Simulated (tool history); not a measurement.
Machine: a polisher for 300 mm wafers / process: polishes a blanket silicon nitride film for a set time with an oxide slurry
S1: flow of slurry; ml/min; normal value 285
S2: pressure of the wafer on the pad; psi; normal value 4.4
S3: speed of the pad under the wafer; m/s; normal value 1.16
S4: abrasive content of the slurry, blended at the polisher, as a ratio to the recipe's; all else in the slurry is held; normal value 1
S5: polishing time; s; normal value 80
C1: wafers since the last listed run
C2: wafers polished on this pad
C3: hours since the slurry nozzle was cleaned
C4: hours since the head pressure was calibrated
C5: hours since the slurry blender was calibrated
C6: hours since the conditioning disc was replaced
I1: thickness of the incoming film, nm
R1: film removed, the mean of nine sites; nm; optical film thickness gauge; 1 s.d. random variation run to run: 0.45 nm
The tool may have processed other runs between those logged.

run	hour	S1	S2	S3	S4	S5	C1	C2	C3	C4	C5	C6	I1	R1
1	0	285	3.7	1.32	1	80	0	181	797.7	1382.9	9.5	117.9	349.4	53.9
2	6.8	285	3.7	1.32	1	80	59	241	804.5	1389.7	16.3	124.7	350	54
3	21.1	285	4.4	1.16	1	80	126	367	818.8	1404	30.6	139	349.1	59
4	34.9	285	4.4	1.16	1	80	121	488	832.6	1417.8	44.4	152.8	345.9	59
5	41	285	4.4	1.16	1	80	53	542	838.7	1423.9	50.5	158.9	356.5	58.7
6	55	285	4.4	1.16	1	80	123	666	852.7	1437.9	64.5	172.9	354.9	59.2
# hour 71: head pressure recalibrated
7	71.5	285	4.4	1.16	1	97	127	794	869.2	0.5	81	189.4	347.4	70.9
# hour 84: worn pad replaced by a new one
8	84.7	285	4.4	1.16	1	97	81	5	882.4	13.7	94.2	202.6	345.9	71.1
# hour 90.9: conditioning disc replaced and pad reconditioned
9	92.7	285	4.4	1.16	1	80	52	58	890.4	21.7	102.2	1.8	345.7	58.9
10	102.9	285	5.6	1.16	1	80	89	148	900.6	31.9	112.4	12	355.3	75.8
11	114	285	4.4	1.42	1.25	80	97	246	911.7	43	123.5	23.1	349	73.1
12	125.9	285	3.7	1.32	1	80	104	351	923.6	54.9	135.4	35	348	52.8
# hour 127.6: slurry nozzle cleaned
13	139	285	4.4	1.16	1	80	106	458	11.4	68	148.5	48.1	348.8	58.9
# hour 151.6: slurry blender recalibrated
14	152.1	285	4.4	0.82	1	80	97	556	24.5	81.1	0.5	61.2	351.7	48.2
15	158.9	285	4	1.16	1.15	80	59	616	31.3	87.9	7.3	68	350.1	56.5
16	167.2	285	4.4	1.16	1	80	73	689	39.6	96.2	15.6	76.3	346.9	58.9
17	179.6	355	4.4	1	1	80	109	798	52	108.6	28	88.7	346.3	54.5
18	189	245	4.4	1.16	0.85	57	82	881	61.4	118	37.4	98.1	346.3	38.7
# hour 199.9: worn pad replaced by a new one
19	200.4	285	4.4	1.16	1	66	65	4	72.8	129.4	48.8	109.5	346.7	48.2

Hidden state, per run?
removal rate lost through wear of the pad, %: 0 at every run
slurry flow missing at the pad, %: 0 at every run
deviation of the head's pressure from its setpoint, %: 0 at every run
abrasive missing from the slurry, %: 0 at every run
time polished since the conditioner stopped cutting, s: 0 at every run
